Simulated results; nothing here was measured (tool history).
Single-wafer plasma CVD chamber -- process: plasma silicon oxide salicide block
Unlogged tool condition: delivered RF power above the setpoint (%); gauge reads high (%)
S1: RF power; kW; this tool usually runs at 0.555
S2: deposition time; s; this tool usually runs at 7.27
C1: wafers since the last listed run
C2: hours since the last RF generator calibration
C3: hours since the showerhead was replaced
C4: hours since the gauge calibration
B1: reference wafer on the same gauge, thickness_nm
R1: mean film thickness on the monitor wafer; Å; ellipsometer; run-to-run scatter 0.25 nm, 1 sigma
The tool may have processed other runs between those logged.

{"run": 1, "day": 0.0, "S1": 0.555, "S2": 7.27, "C1": 0, "C2": 1379.4, "C3": 2363.1, "C4": 215.7, "B1": 98.836, "R1": 818.32}
{"run": 2, "day": 2.038, "S1": 0.555, "S2": 7.27, "C1": 1773, "C2": 1428.3, "C3": 2412.0, "C4": 264.6, "B1": 98.927, "R1": 816.89}
{"run": 3, "day": 4.183, "S1": 0.555, "S2": 7.27, "C1": 1868, "C2": 1479.8, "C3": 2463.5, "C4": 316.1, "B1": 98.923, "R1": 813.88}
{"run": 4, "day": 6.754, "S1": 0.555, "S2": 6.4, "C1": 2238, "C2": 1541.5, "C3": 2525.2, "C4": 377.8, "B1": 98.945, "R1": 720.0}
{"run": 5, "day": 9.404, "S1": 0.555, "S2": 6.4, "C1": 2306, "C2": 1605.1, "C3": 2588.8, "C4": 441.4, "B1": 98.908, "R1": 717.64}
{"run": 6, "day": 11.129, "S1": 0.555, "S2": 6.4, "C1": 1501, "C2": 1646.5, "C3": 2630.2, "C4": 482.8, "B1": 98.973, "R1": 715.66}
{"run": 7, "day": 12.35, "S1": 0.555, "S2": 7.27, "C1": 1062, "C2": 1675.8, "C3": 2659.5, "C4": 512.1, "B1": 98.835, "R1": 814.12}
{"run": 8, "day": 14.733, "S1": 0.555, "S2": 7.27, "C1": 2074, "C2": 1733.0, "C3": 2716.7, "C4": 569.3, "B1": 98.971, "R1": 814.75}
{"run": 9, "day": 16.362, "S1": 0.555, "S2": 7.27, "C1": 1418, "C2": 1772.1, "C3": 2755.8, "C4": 608.4, "B1": 98.843, "R1": 810.96}
{"run": 10, "day": 18.779, "S1": 0.555, "S2": 7.27, "C1": 2103, "C2": 1830.1, "C3": 2813.8, "C4": 666.4, "B1": 98.925, "R1": 810.5}
{"run": 11, "day": 20.112, "S1": 0.555, "S2": 7.27, "C1": 1160, "C2": 1862.1, "C3": 2845.8, "C4": 698.4, "B1": 98.957, "R1": 806.17}
{"day": 22.55, "done": "showerhead replaced"}
{"run": 12, "day": 22.571, "S1": 0.555, "S2": 7.27, "C1": 1849, "C2": 1921.1, "C3": 0.5, "C4": 757.4, "B1": 98.787, "R1": 806.58}
{"run": 13, "day": 23.754, "S1": 0.48, "S2": 7.27, "C1": 1030, "C2": 1949.5, "C3": 28.9, "C4": 785.8, "B1": 98.878, "R1": 761.67}
{"run": 14, "day": 26.558, "S1": 0.555, "S2": 7.27, "C1": 2441, "C2": 2016.8, "C3": 96.2, "C4": 853.1, "B1": 98.874, "R1": 806.4}
{"run": 15, "day": 28.912, "S1": 0.595, "S2": 5.89, "C1": 2049, "C2": 2073.3, "C3": 152.7, "C4": 909.6, "B1": 98.998, "R1": 664.09}
{"day": 29.621, "done": "RF generator calibrated"}
{"run": 16, "day": 30.071, "S1": 0.64, "S2": 8.59, "C1": 718, "C2": 10.8, "C3": 180.5, "C4": 937.4, "B1": 98.841, "R1": 1031.36}
{"day": 31.088, "done": "gauge calibrated"}
{"run": 17, "day": 31.125, "S1": 0.555, "S2": 7.27, "C1": 917, "C2": 36.1, "C3": 205.8, "C4": 0.9, "B1": 98.779, "R1": 833.65}
{"run": 18, "day": 32.717, "S1": 0.505, "S2": 6.5, "C1": 1385, "C2": 74.3, "C3": 244.0, "C4": 39.1, "B1": 98.981, "R1": 718.97}
{"run": 19, "day": 35.529, "S1": 0.46, "S2": 7.27, "C1": 2448, "C2": 141.8, "C3": 311.5, "C4": 106.6, "B1": 98.878, "R1": 777.34}
{"run": 20, "day": 37.267, "S1": 0.555, "S2": 7.27, "C1": 1512, "C2": 183.5, "C3": 353.2, "C4": 148.3, "B1": 98.897, "R1": 835.47}
{"run": 21, "day": 38.271, "S1": 0.62, "S2": 7.92, "C1": 874, "C2": 207.6, "C3": 377.3, "C4": 172.4, "B1": 98.856, "R1": 941.08}
{"run": 22, "day": 40.038, "S1": 0.63, "S2": 7.7, "C1": 1537, "C2": 250.0, "C3": 419.7, "C4": 214.8, "B1": 98.93, "R1": 922.26}

Here are 3 independent what-if runs from the current tool condition. What would each one return?
{"run": "A", "day": 40.054, "S1": 0.555, "S2": 7.27, "C1": 14, "C2": 250.4, "C3": 420.1, "C4": 215.2, "B1": "?", "R1": "?"}
{"run": "B", "day": 40.054, "S1": 0.49, "S2": 8.42, "C1": 14, "C2": 250.4, "C3": 420.1, "C4": 215.2, "B1": "?", "R1": "?"}
{"run": "C", "day": 40.054, "S1": 0.655, "S2": 5.88, "C1": 14, "C2": 250.4, "C3": 420.1, "C4": 215.2, "B1": "?", "R1": "?"}

run=A B1=98.958 R1=831.97
run=B B1=98.958 R1=922.97
run=C B1=98.958 R1=711.73
The same runs, with their run-to-run variation unchanged, on a tool lacking any hidden condition would have given:
run=A R1=833.01
run=B R1=924.13
run=C R1=712.63
